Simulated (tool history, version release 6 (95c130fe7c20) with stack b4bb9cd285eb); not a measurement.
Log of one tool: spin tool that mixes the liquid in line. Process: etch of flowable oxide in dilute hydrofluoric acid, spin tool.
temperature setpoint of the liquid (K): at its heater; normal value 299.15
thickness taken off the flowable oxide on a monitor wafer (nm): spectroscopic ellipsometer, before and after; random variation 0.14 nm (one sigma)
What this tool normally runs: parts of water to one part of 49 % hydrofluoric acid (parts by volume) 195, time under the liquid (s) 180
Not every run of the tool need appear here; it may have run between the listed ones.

run	hour	temperature setpoint of the liquid (K)	parts of water to one part of 49 % hydrofluoric acid (parts by volume)	time under the liquid (s)	read-back film thickness of the flowable oxide reference wafer, read on the same gauge (nm)	thickness taken off the flowable oxide on a monitor wafer (nm)
1	0.0	299.15	195	240	120.00	33.72
2	17.3	299.15	195	240	120.02	34.16
3	29.8	299.15	195	235	120.00	33.12
4	38.5	299.15	195	180	120.01	25.65
5	56.5	299.15	195	180	120.00	25.49
6	70.0	299.15	195	180	120.01	25.60
7	78.8	299.15	270	180	120.01	17.06
8	111.6	299.15	195	180	119.99	25.64
# hour 127.5: hydrofluoric acid flow meter replaced
9	128.0	299.15	195	180	120.00	25.66
10	143.3	299.15	195	180	119.98	25.87
11	159.3	299.15	195	180	119.99	25.89
12	170.3	299.15	195	180	119.98	25.81
13	181.8	299.15	280	140	119.99	12.78
14	199.5	301.15	290	210	119.99	19.40
15	216.5	299.15	195	180	120.02	26.16
16	229.8	304.15	135	265	120.00	70.68
17	239.2	300.65	140	110	120.00	25.00
# hour 240.4: thermometer replaced
18	246.3	294.65	105	285	120.01	65.96
# hour 250.5: gauge calibrated
19	261.7	297.15	125	285	120.00	60.19
20	273.0	301.65	195	85	119.99	12.52
21	285.0	299.15	220	180	120.00	21.19
22	301.1	299.15	195	180	120.01	24.16
23	312.9	299.15	235	70	120.01	7.48
24	320.9	299.15	195	180	120.01	24.50

Below are 5 alternative next runs, each starting from the tool's condition after run 24. Predict each:
A	321.4	299.15	195	180	?	?
B	321.4	303.65	115	75	?	?
C	321.4	302.65	195	210	?	?
D	321.4	299.15	145	180	?	?
E	321.4	301.65	195	275	?	?

run	read-back film thickness of the flowable oxide reference wafer, read on the same gauge (nm)	thickness taken off the flowable oxide on a monitor wafer (nm)
A	119.99	24.51
B	119.99	22.56
C	119.99	32.37
D	119.99	34.95
E	119.99	40.93
The same runs, with their run-to-run variation unchanged, on a tool lacking any hidden condition would have given:
run	thickness taken off the flowable oxide on a monitor wafer (nm)
A	24.24
B	22.32
C	32.03
D	34.56
E	40.50
